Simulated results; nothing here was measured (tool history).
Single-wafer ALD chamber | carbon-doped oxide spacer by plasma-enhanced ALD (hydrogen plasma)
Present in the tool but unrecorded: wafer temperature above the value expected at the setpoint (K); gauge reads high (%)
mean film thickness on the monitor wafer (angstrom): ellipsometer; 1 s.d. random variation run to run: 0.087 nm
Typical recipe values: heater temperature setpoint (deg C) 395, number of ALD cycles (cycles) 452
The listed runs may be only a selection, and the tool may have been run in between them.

run,day,heater temperature setpoint (deg C),number of ALD cycles (cycles),wafers since the last listed run,hours since the last thermocouple change,hours since the gauge calibration,"read-back reference wafer on the same gauge, thickness_nm",mean film thickness on the monitor wafer (angstrom)
1,0.000,395,483,0,499.1,241.4,25.793,239.53
2,0.317,395,483,4,506.7,249.0,25.833,242.02
3,0.821,395,483,7,518.8,261.1,25.826,240.19
4,2.079,395,452,18,549.0,291.3,25.810,224.17
5,2.796,395,452,10,566.2,308.5,25.754,226.08
6,3.067,395,452,3,572.7,315.0,25.790,224.91
7,3.758,395,452,9,589.3,331.6,25.802,224.46
8,4.112,400,452,5,597.8,340.1,25.815,224.12
9,4.783,395,452,9,613.9,356.2,25.812,225.70
10,5.250,395,452,6,625.1,367.4,25.803,225.33
11,6.758,406,452,21,661.3,403.6,25.816,222.31
12,7.362,406,452,8,675.8,418.1,25.791,221.58
13,7.846,395,452,6,687.4,429.7,25.789,225.27
14,8.488,395,452,9,702.8,445.1,25.799,224.32
15,9.092,384,396,8,717.3,459.6,25.792,196.56
16,9.383,384,396,4,724.3,466.6,25.794,196.34
# day 9.471: gauge calibrated
17,10.104,405,452,10,741.6,15.2,25.797,222.43
18,10.358,405,452,3,747.7,21.3,25.779,223.46
19,10.658,405,452,4,754.9,28.5,25.800,221.32
20,12.654,395,514,28,802.8,76.4,25.775,257.21
21,12.962,395,514,4,810.2,83.8,25.782,254.15
22,13.571,395,514,8,824.8,98.4,25.774,254.20
23,13.950,395,392,5,833.9,107.5,25.758,195.01
24,14.254,395,452,4,841.2,114.8,25.773,225.21
25,14.696,395,452,6,851.8,125.4,25.772,225.91
26,15.154,399,501,6,862.8,136.4,25.799,248.32
27,15.612,401,408,6,873.8,147.4,25.830,201.97
28,15.958,395,393,4,882.1,155.7,25.846,196.64
29,16.421,409,370,6,893.2,166.8,25.794,180.48
30,17.108,388,427,9,909.7,183.3,25.812,211.25
31,17.708,410,387,8,924.1,197.7,25.811,185.91
32,18.125,381,506,5,934.1,207.7,25.846,250.59
# day 19.104: thermocouple changed; heater temperature recalibrated
33,19.229,395,505,11,3.0,234.2,25.843,251.19
34,19.975,391,368,10,20.9,252.1,25.759,182.37
35,20.371,395,452,5,30.4,261.6,25.809,223.65
36,20.942,381,488,8,44.1,275.3,25.802,240.96
37,21.588,401,476,9,59.6,290.8,25.802,234.14
38,22.262,400,486,9,75.8,307.0,25.782,241.32
39,22.771,406,516,7,88.0,319.2,25.790,251.32
40,23.162,395,452,5,97.4,328.6,25.795,226.24
41,23.533,402,378,5,106.3,337.5,25.797,187.51
42,23.962,385,477,6,116.6,347.8,25.777,237.29
43,24.304,395,452,4,124.8,356.0,25.812,222.71
44,24.858,406,512,7,138.1,369.3,25.798,251.22
# day 25.508: gauge calibrated
45,26.379,388,518,21,174.6,20.9,25.801,257.40
46,27.025,389,372,9,190.1,36.4,25.808,184.73
47,27.642,402,386,8,204.9,51.2,25.822,191.74

Give the tool's hidden conditions for every run:
wafer temperature above the value expected at the setpoint (K): 0 across all the runs
gauge reads high (%): 0 across all the runs
